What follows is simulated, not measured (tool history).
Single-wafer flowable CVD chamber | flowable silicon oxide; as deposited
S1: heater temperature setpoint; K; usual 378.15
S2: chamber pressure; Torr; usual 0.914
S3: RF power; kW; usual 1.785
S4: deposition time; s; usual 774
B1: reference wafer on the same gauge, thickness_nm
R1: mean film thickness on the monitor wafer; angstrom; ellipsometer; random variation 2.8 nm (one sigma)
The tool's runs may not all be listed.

| run | day | S1 | S2 | S3 | S4 | B1 | R1 |
|---|---|---|---|---|---|---|---|
| 1 | 0 | 381.15 | 0.914 | 1.785 | 774 | 444.46 | 4798.24 |
| 2 | 4.275 | 381.15 | 0.914 | 1.785 | 774 | 445.385 | 4782.77 |
| 3 | 6.812 | 381.15 | 0.914 | 1.785 | 774 | 445.593 | 4774.84 |
| 4 | 8.4 | 378.15 | 0.914 | 1.785 | 774 | 444.933 | 5384.61 |
| 5 | 12.621 | 378.15 | 0.914 | 1.785 | 774 | 444.182 | 5344.15 |
| 6 | 14.562 | 378.15 | 0.914 | 1.785 | 774 | 445.198 | 5426.5 |
| 7 | 18.9 | 378.15 | 0.914 | 1.785 | 774 | 445.06 | 5404.2 |
| 8 | 22.042 | 378.15 | 0.914 | 1.785 | 774 | 445.532 | 5400.61 |
| 9 | 25.712 | 378.15 | 0.914 | 1.785 | 774 | 444.695 | 5379.13 |
|  | 28.6 | gauge calibrated |
| 10 | 30.096 | 378.15 | 0.914 | 1.785 | 774 | 444.772 | 5383.28 |
|  | 33.6 | RF generator calibrated |
| 11 | 33.662 | 378.15 | 0.914 | 1.785 | 774 | 445.242 | 5430.95 |
| 12 | 37.183 | 378.15 | 0.914 | 1.785 | 774 | 444.512 | 5402.31 |
| 13 | 40.954 | 378.15 | 0.96 | 1.88 | 774 | 444.709 | 5756.28 |
| 14 | 45.025 | 378.15 | 0.96 | 1.88 | 774 | 444.314 | 5752.8 |
|  | 46.267 | showerhead replaced, of another model than before |
| 15 | 48.717 | 378.15 | 0.914 | 1.785 | 774 | 444.016 | 5292.02 |
|  | 50.408 | capacitance manometer re-zeroed and calibrated |
| 16 | 51.475 | 378.15 | 0.843 | 1.685 | 917 | 444.472 | 5670.4 |
| 17 | 53.467 | 378.15 | 1.026 | 1.785 | 893 | 445.092 | 6362.13 |
| 18 | 56.425 | 378.15 | 1.005 | 1.785 | 774 | 444.373 | 5441.76 |
| 19 | 60.042 | 378.15 | 1.138 | 1.785 | 663 | 444.215 | 5060.72 |
| 20 | 63.792 | 378.15 | 0.914 | 1.785 | 774 | 444.937 | 5236.01 |
| 21 | 67.921 | 383.15 | 0.914 | 1.785 | 774 | 445.169 | 4325.05 |
| 22 | 70.25 | 378.15 | 0.914 | 1.43 | 907 | 444.733 | 5607.61 |
| 23 | 71.896 | 371.15 | 0.914 | 1.675 | 774 | 444.393 | 6698.84 |
|  | 73.746 | thermocouple changed; heater temperature recalibrated |
| 24 | 75.196 | 378.15 | 1.08 | 2.09 | 774 | 445.123 | 5944.81 |
| 25 | 77.033 | 389.15 | 0.914 | 1.56 | 832 | 444.904 | 3620.92 |
| 26 | 79.992 | 378.15 | 0.914 | 1.785 | 774 | 444.983 | 5245.13 |
| 27 | 83.404 | 365.15 | 0.687 | 1.785 | 774 | 445.772 | 7267.78 |
|  | 85.833 | gauge calibrated |
| 28 | 86.633 | 392.15 | 0.721 | 2.025 | 774 | 445.081 | 2850.21 |
| 29 | 93.912 | 378.15 | 0.914 | 1.785 | 878 | 444.54 | 5924.85 |

Forecast each of these 3 alternatives for the next run:
| A | 93.938 | 378.15 | 1.028 | 1.785 | 774 | ? | ? |
| B | 93.938 | 370.15 | 0.914 | 1.785 | 920 | ? | ? |
| C | 93.938 | 372.15 | 0.914 | 1.785 | 861 | ? | ? |

| run | B1 | R1 |
|---|---|---|
| A | 445.785 | 5614.92 |
| B | 445.785 | 8414.09 |
| C | 445.785 | 7307.25 |
Without the tool's hidden state the same runs would have given:
| run | R1 |
|---|---|
| A | 5487.77 |
| B | 8223.55 |
| C | 7141.77 |

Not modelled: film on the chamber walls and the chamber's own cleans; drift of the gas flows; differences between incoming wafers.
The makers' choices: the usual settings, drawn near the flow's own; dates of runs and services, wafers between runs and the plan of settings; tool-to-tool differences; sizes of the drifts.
